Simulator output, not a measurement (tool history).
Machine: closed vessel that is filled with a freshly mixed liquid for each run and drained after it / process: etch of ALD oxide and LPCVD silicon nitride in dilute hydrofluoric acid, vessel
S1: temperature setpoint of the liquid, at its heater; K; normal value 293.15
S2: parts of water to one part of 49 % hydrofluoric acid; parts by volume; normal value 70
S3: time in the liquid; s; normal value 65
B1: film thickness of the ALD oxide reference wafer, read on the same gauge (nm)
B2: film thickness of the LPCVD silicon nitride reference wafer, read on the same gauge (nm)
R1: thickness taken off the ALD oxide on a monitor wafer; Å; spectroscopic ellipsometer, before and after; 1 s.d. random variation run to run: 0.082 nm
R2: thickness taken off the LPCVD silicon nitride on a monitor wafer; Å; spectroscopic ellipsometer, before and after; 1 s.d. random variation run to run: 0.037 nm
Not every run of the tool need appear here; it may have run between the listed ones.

run,hour,S1,S2,S3,B1,B2,R1,R2
1,0.0,293.15,95,50,30.00,29.991,139.9,2.25
2,102.3,293.15,70,65,29.99,30.011,254.7,3.57
3,154.7,293.15,70,65,29.99,29.986,255.0,3.96
4,216.5,293.15,70,65,30.00,29.984,253.5,4.26
5,267.4,293.15,70,65,30.01,30.022,254.3,3.82
6,358.7,293.15,70,65,30.00,30.005,255.4,3.82
7,413.8,293.15,70,65,29.99,30.013,254.5,3.76
# hour 434.5: gauge calibrated
8,489.9,293.15,70,65,29.99,30.004,254.1,3.64
9,593.9,293.15,70,65,30.01,30.015,254.8,4.57
10,686.2,293.15,70,65,30.00,30.017,254.9,3.83
11,764.9,293.15,70,65,29.98,30.000,255.4,3.99
# hour 806.1: hydrofluoric acid flow meter replaced
12,852.3,293.15,90,65,30.00,29.987,193.4,2.38
13,899.1,293.15,70,65,30.01,30.003,252.8,4.16
14,963.9,294.65,70,95,30.01,29.982,394.4,6.14
15,1038.6,290.15,55,35,30.01,30.002,155.7,1.87
16,1170.5,293.15,70,65,29.99,29.997,254.0,3.50
17,1265.6,297.65,70,45,30.00,29.986,212.0,3.75
# hour 1285.0: thermometer replaced
18,1330.1,293.15,70,65,30.01,30.013,255.3,3.44
19,1421.4,291.15,70,65,29.99,29.995,233.9,2.83
20,1481.3,297.65,40,65,30.00,29.978,559.2,9.48
21,1569.7,298.15,95,30,30.00,30.009,102.8,2.15
22,1628.8,296.15,85,75,30.02,29.977,269.5,5.51
23,1677.6,293.15,90,55,30.01,30.009,162.3,2.49
24,1730.0,295.65,70,65,29.98,30.009,282.7,3.54
25,1773.1,293.15,70,55,29.99,29.986,214.8,3.08
26,1852.7,290.15,70,65,29.99,30.011,224.9,2.94
27,1927.6,291.65,40,90,30.00,30.010,600.3,7.94

Below are 3 alternative next runs, each starting from the tool's condition after run 27. Predict each:
A,1928.3,293.15,70,65,?,?,?,?
B,1928.3,293.15,100,50,?,?,?,?
C,1928.3,293.15,105,65,?,?,?,?

run,B1,B2,R1,R2
A,30.00,29.992,254.4,3.95
B,30.00,29.992,132.4,2.15
C,30.00,29.992,163.0,2.66
What these runs would have given with no unlogged condition in the tool:
run,R1,R2
A,254.4,3.95
B,132.4,2.15
C,163.0,2.66
